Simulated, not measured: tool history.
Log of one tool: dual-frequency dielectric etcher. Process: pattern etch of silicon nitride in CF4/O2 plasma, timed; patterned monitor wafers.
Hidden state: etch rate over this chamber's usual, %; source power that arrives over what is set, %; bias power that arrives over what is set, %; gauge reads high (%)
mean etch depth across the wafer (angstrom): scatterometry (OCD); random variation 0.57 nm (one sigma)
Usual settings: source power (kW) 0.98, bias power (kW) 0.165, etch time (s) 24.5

| run | day | source power (kW) | bias power (kW) | etch time (s) | wafers since the last listed run | hours since the last wet clean | hours since the last source power generator calibration | hours since the last bias power generator calibration | hours since the last upper electrode change | hours since the gauge calibration | read-back reference wafer on the same gauge, depth_nm | mean etch depth across the wafer (angstrom) |
|---|---|---|---|---|---|---|---|---|---|---|---|---|
| 1 | 0 | 0.98 | 0.165 | 24.5 | 0 | 90.7 | 3849.3 | 4000.7 | 1673.9 | 145.3 | 82.9 | 869 |
| 2 | 0.833 | 0.98 | 0.165 | 24.5 | 169 | 110.7 | 3869.3 | 4020.7 | 1693.9 | 165.3 | 82.8 | 862 |
| 3 | 1.879 | 0.98 | 0.165 | 24.5 | 212 | 135.8 | 3894.4 | 4045.8 | 1719 | 190.4 | 83 | 868 |
| 4 | 3.242 | 0.98 | 0.165 | 24.5 | 276 | 168.5 | 3927.1 | 4078.5 | 1751.7 | 223.1 | 82.7 | 866 |
| 5 | 4.321 | 0.98 | 0.165 | 24.5 | 218 | 194.4 | 3953 | 4104.4 | 1777.6 | 249 | 83.1 | 869 |
| 6 | 5.462 | 0.98 | 0.183 | 24.5 | 231 | 221.8 | 3980.4 | 4131.8 | 1805 | 276.4 | 82.8 | 899 |
| 7 | 6.825 | 0.98 | 0.183 | 24.5 | 276 | 254.5 | 4013.1 | 4164.5 | 1837.7 | 309.1 | 82.6 | 910 |
| 8 | 7.692 | 0.98 | 0.165 | 27 | 175 | 275.3 | 4033.9 | 4185.3 | 1858.5 | 329.9 | 82.9 | 967 |
| 9 | 8.458 | 0.98 | 0.165 | 27 | 155 | 293.7 | 4052.3 | 4203.7 | 1876.9 | 348.3 | 83 | 977 |
| 10 | 9.3 | 0.98 | 0.165 | 24.5 | 170 | 313.9 | 4072.5 | 4223.9 | 1897.1 | 368.5 | 83 | 885 |
|  | 11.262 | wet clean of the chamber |
| 11 | 11.283 | 0.77 | 0.165 | 24.5 | 199 | 0.5 | 4120.1 | 4271.5 | 1944.7 | 416.1 | 82.7 | 724 |
| 12 | 11.45 | 0.79 | 0.148 | 24.5 | 33 | 4.5 | 4124.1 | 4275.5 | 1948.7 | 420.1 | 82.9 | 693 |
| 13 | 12.446 | 0.75 | 0.196 | 24.5 | 201 | 28.4 | 4148 | 4299.4 | 1972.6 | 444 | 82.8 | 754 |
|  | 13.558 | upper electrode replaced |
| 14 | 13.579 | 1.09 | 0.165 | 20.5 | 27 | 55.6 | 4175.2 | 4326.6 | 0.5 | 471.2 | 82.7 | 793 |
|  | 14 | source power generator calibrated |
| 15 | 14.062 | 0.98 | 0.165 | 24.5 | 64 | 67.2 | 1.5 | 4338.2 | 12.1 | 482.8 | 82.9 | 865 |
|  | 14.225 | gauge calibrated |
|  | 15.196 | bias power generator calibrated |
| 16 | 15.217 | 1.09 | 0.198 | 32 | 200 | 94.9 | 29.2 | 0.5 | 39.8 | 23.8 | 82.9 | 1316 |
| 17 | 16.271 | 0.8 | 0.188 | 21.5 | 213 | 120.2 | 54.5 | 25.8 | 65.1 | 49.1 | 82.9 | 697 |
| 18 | 17.025 | 0.98 | 0.165 | 27 | 152 | 138.3 | 72.6 | 43.9 | 83.2 | 67.2 | 82.7 | 952 |
| 19 | 18.025 | 0.92 | 0.165 | 24.5 | 202 | 162.3 | 96.6 | 67.9 | 107.2 | 91.2 | 83 | 834 |
| 20 | 19.125 | 1.1 | 0.165 | 28.5 | 223 | 188.7 | 123 | 94.3 | 133.6 | 117.6 | 83.1 | 1122 |
| 21 | 19.854 | 1.14 | 0.145 | 28 | 147 | 206.2 | 140.5 | 111.8 | 151.1 | 135.1 | 83 | 1069 |

Forecast each of these 5 alternatives for the next run:
| A | 19.871 | 0.98 | 0.165 | 24.5 | 3 | 206.6 | 140.9 | 112.2 | 151.5 | 135.5 | ? | ? |
| B | 19.871 | 1.12 | 0.165 | 19 | 3 | 206.6 | 140.9 | 112.2 | 151.5 | 135.5 | ? | ? |
| C | 19.871 | 0.87 | 0.165 | 17.5 | 3 | 206.6 | 140.9 | 112.2 | 151.5 | 135.5 | ? | ? |
| D | 19.871 | 1.06 | 0.194 | 17.5 | 3 | 206.6 | 140.9 | 112.2 | 151.5 | 135.5 | ? | ? |
| E | 19.871 | 0.9 | 0.165 | 20.5 | 3 | 206.6 | 140.9 | 112.2 | 151.5 | 135.5 | ? | ? |

| run | read-back reference wafer on the same gauge, depth_nm | mean etch depth across the wafer (angstrom) |
|---|---|---|
| A | 82.8 | 881 |
| B | 82.8 | 753 |
| C | 82.8 | 577 |
| D | 82.8 | 709 |
| E | 82.8 | 693 |
Without the tool's hidden state the same runs would have given:
| run | mean etch depth across the wafer (angstrom) |
|---|---|
| A | 856 |
| B | 732 |
| C | 561 |
| D | 689 |
| E | 674 |
